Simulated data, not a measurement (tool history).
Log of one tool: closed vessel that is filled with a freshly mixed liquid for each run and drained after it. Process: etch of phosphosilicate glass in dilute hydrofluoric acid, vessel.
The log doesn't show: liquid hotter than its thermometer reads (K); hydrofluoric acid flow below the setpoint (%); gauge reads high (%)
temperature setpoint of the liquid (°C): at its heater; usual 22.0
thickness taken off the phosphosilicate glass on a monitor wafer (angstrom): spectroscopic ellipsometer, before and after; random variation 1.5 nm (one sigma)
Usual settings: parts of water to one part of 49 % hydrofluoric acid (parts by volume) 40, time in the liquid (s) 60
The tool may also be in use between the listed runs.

run   hour  temperature setpoint of the liquid (°C)  parts of water to one part of 49 % hydrofluoric acid (parts by volume)  time in the liquid (s)  wafers since the last listed run  hours since the thermometer was replaced  hours since the hydrofluoric acid flow meter was replaced  hours since the gauge calibration  read-back film thickness of the phosphosilicate glass reference wafer, read on the same gauge (nm)  thickness taken off the phosphosilicate glass on a monitor wafer (angstrom)
  1    0.0                                     22.0                                                                      40                      60                                 0                                    1762.4                                                     1232.0                              479.8                                                                                              110.03                                                                       3018.7
      11.0  -- gauge calibrated
  2   22.6                                     22.0                                                                      40                      60                              3281                                    1785.0                                                     1254.6                               11.6                                                                                              110.01                                                                       3048.3
  3   43.8                                     22.0                                                                      40                      60                              3078                                    1806.2                                                     1275.8                               32.8                                                                                              109.95                                                                       3082.1
  4   62.2                                     22.0                                                                      40                      60                              2671                                    1824.6                                                     1294.2                               51.2                                                                                              109.98                                                                       3038.9
  5   85.6                                     22.0                                                                      40                      60                              3397                                    1848.0                                                     1317.6                               74.6                                                                                              110.02                                                                       3064.7
  6  105.8                                     22.0                                                                      40                      60                              2933                                    1868.2                                                     1337.8                               94.8                                                                                              110.02                                                                       3083.0
  7  125.0                                     22.0                                                                      50                      60                              2787                                    1887.4                                                     1357.0                              114.0                                                                                              109.99                                                                       2421.7
  8  174.6                                     22.0                                                                      50                      60                              7202                                    1937.0                                                     1406.6                              163.6                                                                                              109.99                                                                       2419.1
  9  208.8                                     22.0                                                                      40                      60                              4966                                    1971.2                                                     1440.8                              197.8                                                                                              110.01                                                                       3082.7
 10  233.1                                     22.0                                                                      40                      60                              3528                                    1995.5                                                     1465.1                              222.1                                                                                              109.99                                                                       3066.1
 11  261.4                                     22.0                                                                      40                      60                              4109                                    2023.8                                                     1493.4                              250.4                                                                                              110.02                                                                       3068.7
 12  293.7                                     24.0                                                                      55                      60                              4690                                    2056.1                                                     1525.7                              282.7                                                                                              110.01                                                                       2379.7
 13  309.2                                     22.0                                                                      35                      60                              2250                                    2071.6                                                     1541.2                              298.2                                                                                              109.99                                                                       3494.6
 14  334.9                                     22.0                                                                      40                      60                              3731                                    2097.3                                                     1566.9                              323.9                                                                                              109.99                                                                       3027.4
 15  348.3                                     22.0                                                                      40                      60                              1945                                    2110.7                                                     1580.3                              337.3                                                                                              109.96                                                                       3050.1
 16  363.2                                     22.0                                                                      40                      60                              2163                                    2125.6                                                     1595.2                              352.2                                                                                              109.99                                                                       3078.1
     411.1  -- thermometer replaced
 17  429.5                                     17.0                                                                      45                      95                              9481                                      18.4                                                     1661.5                              418.5                                                                                              110.03                                                                       3091.1
     439.3  -- hydrofluoric acid flow meter replaced
 18  462.6                                     18.5                                                                      40                      70                              4661                                      51.5                                                       23.3                              451.6                                                                                              109.97                                                                       2963.1
 19  478.5                                     22.0                                                                      40                      60                              2308                                      67.4                                                       39.2                              467.5                                                                                              110.00                                                                       2937.0
 20  491.7                                     22.0                                                                      40                      60                              1916                                      80.6                                                       52.4                              480.7                                                                                              110.00                                                                       2976.5

Run 21 comes next. What will it give?
 21  509.6                                     22.0                                                                      40                      70                              2599                                      98.5                                                       70.3                              498.6                                                                                                   ?                                                                            ?

Run 21 gave read-back film thickness of the phosphosilicate glass reference wafer, read on the same gauge (nm) 110.02, thickness taken off the phosphosilicate glass on a monitor wafer (angstrom) 3424.6.
Without the tool's hidden state the same run would have given thickness taken off the phosphosilicate glass on a monitor wafer (angstrom) 3417.4.

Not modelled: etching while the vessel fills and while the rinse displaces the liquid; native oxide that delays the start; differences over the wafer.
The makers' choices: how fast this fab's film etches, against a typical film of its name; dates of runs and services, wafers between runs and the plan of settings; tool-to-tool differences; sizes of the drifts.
